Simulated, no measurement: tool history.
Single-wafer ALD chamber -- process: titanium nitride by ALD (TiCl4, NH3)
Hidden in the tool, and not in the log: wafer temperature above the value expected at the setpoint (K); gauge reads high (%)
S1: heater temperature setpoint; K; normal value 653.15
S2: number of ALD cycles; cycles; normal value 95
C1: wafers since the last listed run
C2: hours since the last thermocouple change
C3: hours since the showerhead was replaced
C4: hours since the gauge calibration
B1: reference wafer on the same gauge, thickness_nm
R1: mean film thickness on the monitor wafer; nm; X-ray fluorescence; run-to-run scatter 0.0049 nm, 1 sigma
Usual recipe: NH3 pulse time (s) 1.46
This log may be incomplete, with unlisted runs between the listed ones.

run 1 hour=0 | S1=653.15 S2=95 NH3_pulse_time_(s)=1.46 | C1=0 C2=877.3 C3=5362.5 C4=1181.3 | B1=1.745 | R1=1.963
run 2 hour=44.3 | S1=653.15 S2=95 NH3_pulse_time_(s)=1.46 | C1=90 C2=921.6 C3=5406.8 C4=1225.6 | B1=1.747 | R1=1.96
run 3 hour=92.1 | S1=653.15 S2=95 NH3_pulse_time_(s)=1.46 | C1=97 C2=969.4 C3=5454.6 C4=1273.4 | B1=1.746 | R1=1.967
run 4 hour=139 | S1=661.15 S2=95 NH3_pulse_time_(s)=1.15 | C1=95 C2=1016.3 C3=5501.5 C4=1320.3 | B1=1.747 | R1=1.957
-- hour=158.3 thermocouple changed; heater temperature recalibrated
run 5 hour=215.2 | S1=661.15 S2=95 NH3_pulse_time_(s)=1.15 | C1=138 C2=56.9 C3=5577.7 C4=1396.5 | B1=1.748 | R1=1.953
run 6 hour=282.8 | S1=661.15 S2=95 NH3_pulse_time_(s)=1.15 | C1=137 C2=124.5 C3=5645.3 C4=1464.1 | B1=1.749 | R1=1.955
run 7 hour=380.8 | S1=653.15 S2=95 NH3_pulse_time_(s)=1.86 | C1=199 C2=222.5 C3=5743.3 C4=1562.1 | B1=1.75 | R1=1.984
run 8 hour=479.7 | S1=653.15 S2=95 NH3_pulse_time_(s)=1.46 | C1=201 C2=321.4 C3=5842.2 C4=1661 | B1=1.753 | R1=1.964
run 9 hour=567.2 | S1=653.15 S2=95 NH3_pulse_time_(s)=1.46 | C1=178 C2=408.9 C3=5929.7 C4=1748.5 | B1=1.753 | R1=1.973
run 10 hour=670 | S1=653.15 S2=95 NH3_pulse_time_(s)=1.46 | C1=209 C2=511.7 C3=6032.5 C4=1851.3 | B1=1.756 | R1=1.971
run 11 hour=730.8 | S1=653.15 S2=95 NH3_pulse_time_(s)=1.46 | C1=123 C2=572.5 C3=6093.3 C4=1912.1 | B1=1.756 | R1=1.967
run 12 hour=838.2 | S1=653.15 S2=95 NH3_pulse_time_(s)=1.46 | C1=218 C2=679.9 C3=6200.7 C4=2019.5 | B1=1.758 | R1=1.967
run 13 hour=913.3 | S1=653.15 S2=95 NH3_pulse_time_(s)=1.46 | C1=152 C2=755 C3=6275.8 C4=2094.6 | B1=1.76 | R1=1.975
run 14 hour=1025.6 | S1=653.15 S2=95 NH3_pulse_time_(s)=1.46 | C1=228 C2=867.3 C3=6388.1 C4=2206.9 | B1=1.762 | R1=1.974
-- hour=1050.4 thermocouple changed; heater temperature recalibrated
-- hour=1100.4 gauge calibrated
run 15 hour=1115.8 | S1=653.15 S2=101 NH3_pulse_time_(s)=1.79 | C1=167 C2=65.4 C3=6478.3 C4=15.4 | B1=1.739 | R1=2.097
run 16 hour=1193.9 | S1=649.15 S2=108 NH3_pulse_time_(s)=0.98 | C1=159 C2=143.5 C3=6556.4 C4=93.5 | B1=1.74 | R1=2.157
run 17 hour=1262.8 | S1=664.15 S2=95 NH3_pulse_time_(s)=1.46 | C1=140 C2=212.4 C3=6625.3 C4=162.4 | B1=1.739 | R1=1.979
run 18 hour=1357.8 | S1=660.15 S2=95 NH3_pulse_time_(s)=1.46 | C1=193 C2=307.4 C3=6720.3 C4=257.4 | B1=1.74 | R1=1.973
run 19 hour=1406 | S1=649.15 S2=108 NH3_pulse_time_(s)=0.98 | C1=98 C2=355.6 C3=6768.5 C4=305.6 | B1=1.739 | R1=2.155
run 20 hour=1494.9 | S1=653.15 S2=104 NH3_pulse_time_(s)=1.46 | C1=181 C2=444.5 C3=6857.4 C4=394.5 | B1=1.74 | R1=2.137
run 21 hour=1567.2 | S1=658.15 S2=95 NH3_pulse_time_(s)=1.92 | C1=147 C2=516.8 C3=6929.7 C4=466.8 | B1=1.74 | R1=1.976
-- hour=1669.6 showerhead replaced
run 22 hour=1858 | S1=645.15 S2=80 NH3_pulse_time_(s)=1.85 | C1=575 C2=807.6 C3=188.4 C4=757.6 | B1=1.742 | R1=1.648
run 23 hour=1957.8 | S1=653.15 S2=95 NH3_pulse_time_(s)=1.46 | C1=203 C2=907.4 C3=288.2 C4=857.4 | B1=1.743 | R1=1.949
run 24 hour=2103.1 | S1=653.15 S2=95 NH3_pulse_time_(s)=0.98 | C1=295 C2=1052.7 C3=433.5 C4=1002.7 | B1=1.744 | R1=1.915
-- hour=2113.9 thermocouple changed; heater temperature recalibrated
run 25 hour=2197.8 | S1=653.15 S2=77 NH3_pulse_time_(s)=1.2 | C1=176 C2=83.9 C3=528.2 C4=1097.4 | B1=1.746 | R1=1.566
run 26 hour=2254.6 | S1=658.15 S2=108 NH3_pulse_time_(s)=1.75 | C1=115 C2=140.7 C3=585 C4=1154.2 | B1=1.747 | R1=2.262

What if the next run were any one of these 5? Each begins from the tool's condition after run 26:
run A hour=2255.2 | S1=653.15 S2=95 NH3_pulse_time_(s)=1.84 | C1=1 C2=141.3 C3=585.6 C4=1154.8 | B1=? | R1=?
run B hour=2255.2 | S1=653.15 S2=87 NH3_pulse_time_(s)=1.46 | C1=1 C2=141.3 C3=585.6 C4=1154.8 | B1=? | R1=?
run C hour=2255.2 | S1=653.15 S2=95 NH3_pulse_time_(s)=1.72 | C1=1 C2=141.3 C3=585.6 C4=1154.8 | B1=? | R1=?
run D hour=2255.2 | S1=653.15 S2=88 NH3_pulse_time_(s)=1.64 | C1=1 C2=141.3 C3=585.6 C4=1154.8 | B1=? | R1=?
run E hour=2255.2 | S1=646.15 S2=85 NH3_pulse_time_(s)=1.13 | C1=1 C2=141.3 C3=585.6 C4=1154.8 | B1=? | R1=?

run=A B1=1.747 R1=1.98
run=B B1=1.747 R1=1.791
run=C B1=1.747 R1=1.973
run=D B1=1.747 R1=1.823
run=E B1=1.747 R1=1.708
The same runs, with their run-to-run variation unchanged, on a tool lacking any hidden condition would have given:
run=A R1=1.973
run=B R1=1.786
run=C R1=1.967
run=D R1=1.817
run=E R1=1.702
